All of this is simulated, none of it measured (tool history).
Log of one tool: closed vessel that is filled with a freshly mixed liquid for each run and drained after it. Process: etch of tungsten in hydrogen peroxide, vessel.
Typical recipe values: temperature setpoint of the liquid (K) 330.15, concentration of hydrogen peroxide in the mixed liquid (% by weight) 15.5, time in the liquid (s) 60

| run | hour | temperature setpoint of the liquid (K) | concentration of hydrogen peroxide in the mixed liquid (% by weight) | time in the liquid (s) | wafers since the last listed run | hours since the thermometer was replaced | hours since the peroxide flow meter was replaced | hours since the drum of peroxide was connected | hours since the gauge calibration | read-back film thickness of the tungsten reference wafer, read on the same gauge (nm) | thickness taken off the tungsten on a monitor wafer (angstrom) |
|---|---|---|---|---|---|---|---|---|---|---|---|
| 1 | 0 | 337.65 | 15.5 | 60 | 0 | 48.1 | 1637.5 | 646.9 | 1521.7 | 99.99 | 2116.3 |
| 2 | 35 | 337.65 | 15.5 | 60 | 4143 | 83.1 | 1672.5 | 681.9 | 1556.7 | 100.02 | 2069.1 |
| 3 | 65.7 | 330.15 | 15.5 | 60 | 3634 | 113.8 | 1703.2 | 712.6 | 1587.4 | 100 | 1363.8 |
|  | 68.8 | new drum of peroxide connected |
| 4 | 92.9 | 330.15 | 15.5 | 60 | 3102 | 141 | 1730.4 | 24.1 | 1614.6 | 100 | 1338.7 |
| 5 | 141.8 | 330.15 | 15.5 | 60 | 5789 | 189.9 | 1779.3 | 73 | 1663.5 | 100.01 | 1337.7 |
| 6 | 176.3 | 330.15 | 15.5 | 60 | 4084 | 224.4 | 1813.8 | 107.5 | 1698 | 100.01 | 1321.3 |
| 7 | 203.9 | 330.15 | 15.5 | 60 | 3267 | 252 | 1841.4 | 135.1 | 1725.6 | 99.98 | 1332.4 |
| 8 | 234 | 330.15 | 15.5 | 60 | 3563 | 282.1 | 1871.5 | 165.2 | 1755.7 | 99.98 | 1339.8 |
|  | 268.9 | peroxide flow meter replaced |
| 9 | 299.3 | 330.15 | 15.5 | 60 | 7612 | 347.4 | 30.4 | 230.5 | 1821 | 100.01 | 1314.5 |
| 10 | 341.1 | 325.65 | 15.5 | 30 | 4949 | 389.2 | 72.2 | 272.3 | 1862.8 | 100.01 | 498.1 |
| 11 | 409.5 | 320.15 | 18.5 | 60 | 8098 | 457.6 | 140.6 | 340.7 | 1931.2 | 99.99 | 764.8 |
| 12 | 460.5 | 323.65 | 13 | 35 | 6038 | 508.6 | 191.6 | 391.7 | 1982.2 | 99.99 | 469.3 |
| 13 | 485.2 | 330.15 | 15.5 | 60 | 2924 | 533.3 | 216.3 | 416.4 | 2006.9 | 100.01 | 1298.4 |
| 14 | 540.5 | 330.15 | 15.5 | 60 | 6547 | 588.6 | 271.6 | 471.7 | 2062.2 | 100 | 1295.1 |
| 15 | 586.9 | 337.15 | 14 | 90 | 5493 | 635 | 318 | 518.1 | 2108.6 | 99.98 | 2753.2 |
|  | 620.1 | thermometer replaced |
| 16 | 649.1 | 321.15 | 19.5 | 75 | 7245 | 29 | 380.2 | 580.3 | 2170.8 | 100.01 | 1110.3 |
|  | 712.2 | new drum of peroxide connected |
| 17 | 717.8 | 330.15 | 12 | 50 | 8015 | 97.7 | 448.9 | 5.6 | 2239.5 | 100 | 983.8 |
|  | 737.7 | gauge calibrated |
| 18 | 788.9 | 330.15 | 19 | 60 | 8418 | 168.8 | 520 | 76.7 | 51.2 | 100 | 1486.3 |
| 19 | 820.3 | 323.65 | 13 | 35 | 3717 | 200.2 | 551.4 | 108.1 | 82.6 | 100 | 480.8 |
| 20 | 844.9 | 327.65 | 19 | 40 | 2912 | 224.8 | 576 | 132.7 | 107.2 | 100.01 | 852.6 |
| 21 | 869.5 | 330.15 | 13 | 60 | 2912 | 249.4 | 600.6 | 157.3 | 131.8 | 100 | 1207.1 |
| 22 | 928.4 | 327.15 | 17 | 90 | 6973 | 308.3 | 659.5 | 216.2 | 190.7 | 99.99 | 1742.4 |
| 23 | 975.2 | 330.15 | 13 | 45 | 5541 | 355.1 | 706.3 | 263 | 237.5 | 99.99 | 908.5 |
| 24 | 1043.7 | 334.15 | 17.5 | 90 | 8110 | 423.6 | 774.8 | 331.5 | 306 | 100 | 2646.8 |
| 25 | 1069.7 | 338.15 | 15.5 | 75 | 3078 | 449.6 | 800.8 | 357.5 | 332 | 100.02 | 2542.7 |
| 26 | 1111.6 | 330.15 | 15.5 | 60 | 4960 | 491.5 | 842.7 | 399.4 | 373.9 | 100 | 1299 |
| 27 | 1142.6 | 338.15 | 15.5 | 75 | 3670 | 522.5 | 873.7 | 430.4 | 404.9 | 100.02 | 2570.3 |
| 28 | 1187.2 | 330.15 | 15.5 | 60 | 5280 | 567.1 | 918.3 | 475 | 449.5 | 100.01 | 1308 |
| 29 | 1219.4 | 330.15 | 16.5 | 60 | 3812 | 599.3 | 950.5 | 507.2 | 481.7 | 99.99 | 1304.9 |
|  | 1248.5 | thermometer replaced |
| 30 | 1282.1 | 339.15 | 18 | 85 | 7305 | 33.6 | 1013.2 | 569.9 | 544.4 | 100.02 | 3502.5 |

State the hidden condition of the tool at each of the runs:
peroxide flow below the setpoint (%): 0 across all the runs
peroxide weaker than its label (%): 0 across all the runs
gauge reads high (%): 0 across all the runs
H1: liquid colder than its thermometer reads (K)
| run | H1 |
|---|---|
| 1 | 0.322 |
| 2 | 0.387 |
| 3 | 0.443 |
| 4 | 0.493 |
| 5 | 0.582 |
| 6 | 0.646 |
| 7 | 0.696 |
| 8 | 0.752 |
| 9 | 0.871 |
| 10 | 0.948 |
| 11 | 1.07 |
| 12 | 1.17 |
| 13 | 1.21 |
| 14 | 1.31 |
| 15 | 1.4 |
| 16 | 0.292 |
| 17 | 0.418 |
| 18 | 0.549 |
| 19 | 0.606 |
| 20 | 0.651 |
| 21 | 0.696 |
| 22 | 0.804 |
| 23 | 0.89 |
| 24 | 1.02 |
| 25 | 1.06 |
| 26 | 1.14 |
| 27 | 1.2 |
| 28 | 1.28 |
| 29 | 1.34 |
| 30 | 0.115 |

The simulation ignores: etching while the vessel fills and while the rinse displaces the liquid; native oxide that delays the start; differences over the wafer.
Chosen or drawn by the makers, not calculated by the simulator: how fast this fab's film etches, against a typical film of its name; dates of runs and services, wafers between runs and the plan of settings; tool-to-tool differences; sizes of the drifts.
